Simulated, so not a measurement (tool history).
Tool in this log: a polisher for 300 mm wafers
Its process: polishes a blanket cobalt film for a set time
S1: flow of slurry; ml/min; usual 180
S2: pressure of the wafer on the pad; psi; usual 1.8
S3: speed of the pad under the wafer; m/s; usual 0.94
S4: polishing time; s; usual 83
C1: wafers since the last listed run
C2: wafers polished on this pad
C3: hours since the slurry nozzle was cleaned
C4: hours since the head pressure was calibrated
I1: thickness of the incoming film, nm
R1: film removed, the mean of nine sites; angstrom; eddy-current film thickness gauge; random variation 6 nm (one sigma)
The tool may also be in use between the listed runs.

run	day	S1	S2	S3	S4	C1	C2	C3	C4	I1	R1
1	0.000	180	1.8	0.94	83	0	91	185.1	274.1	1300.7	4575
2	1.142	180	2.1	0.94	83	306	398	212.5	301.5	1305.5	5511
3	2.358	180	2.1	0.94	83	326	724	241.7	330.7	1304.4	5551
4	4.854	180	2.1	0.94	83	669	1394	301.6	390.6	1299.6	5519
# day 6.088: worn pad replaced by a new one
5	6.454	180	1.8	0.94	83	384	98	340.0	429.0	1317.4	4979
# day 7.862: head pressure recalibrated
6	9.008	180	1.8	0.94	83	663	761	401.3	27.5	1322.6	4404
7	10.629	180	1.8	0.94	83	435	1196	440.2	66.4	1286.9	4395
8	11.654	180	1.8	0.94	83	275	1471	464.8	91.0	1325.5	4346
9	12.821	180	1.8	1.02	83	313	1784	492.8	119.0	1311.0	4840
10	14.196	180	1.8	1.02	83	369	2153	525.8	152.0	1331.5	4737
# day 14.521: worn pad replaced by a new one
11	15.617	180	1.8	1.02	83	336	293	559.9	186.1	1288.9	4943
12	16.688	135	1.8	0.94	83	287	581	585.6	211.8	1284.7	4313
13	18.196	180	1.8	0.94	83	404	986	621.8	248.0	1331.4	4461
14	20.246	180	1.6	1.06	83	550	1536	671.0	297.2	1310.1	4698
15	22.021	125	2.1	0.94	92	476	2012	713.6	339.8	1306.8	5772
# day 22.996: worn pad replaced by a new one
16	23.508	200	1.8	0.94	63	354	137	749.3	375.5	1324.3	3614
17	26.112	180	1.8	0.94	112	698	836	811.8	438.0	1319.5	6558
# day 26.867: head pressure recalibrated
# day 27.142: slurry nozzle cleaned
18	27.229	180	2.1	1.16	73	266	1102	2.1	8.7	1314.9	5379
19	28.733	120	1.8	0.94	94	403	1506	38.2	44.8	1299.5	4700
# day 29.488: worn pad replaced by a new one
20	30.662	180	1.8	1.02	83	473	315	84.5	91.1	1313.4	4598
21	32.762	200	2.2	1.24	66	563	878	134.9	141.5	1310.1	5678
22	34.758	180	1.8	0.94	72	535	1414	182.8	189.4	1315.1	3798
23	36.700	180	1.5	0.94	54	521	1935	229.4	236.0	1289.4	2389
# day 37.575: worn pad replaced by a new one
24	37.762	180	1.8	1.02	83	240	50	254.9	261.5	1309.7	4870

Here are 4 independent what-if runs from the current tool condition. What would each one return?
A	37.779	180	1.8	0.94	74	4	55	255.3	261.9	1296.5	?
B	37.779	220	1.5	0.94	83	4	55	255.3	261.9	1296.5	?
C	37.779	180	2.0	0.94	63	4	55	255.3	261.9	1296.5	?
D	37.779	150	1.8	1.10	83	4	55	255.3	261.9	1296.5	?

run	R1
A	3969
B	3803
C	3745
D	5110
With the hidden condition removed and each run's random variation left untouched, the same runs would have given:
run	R1
A	3854
B	3693
C	3636
D	4961

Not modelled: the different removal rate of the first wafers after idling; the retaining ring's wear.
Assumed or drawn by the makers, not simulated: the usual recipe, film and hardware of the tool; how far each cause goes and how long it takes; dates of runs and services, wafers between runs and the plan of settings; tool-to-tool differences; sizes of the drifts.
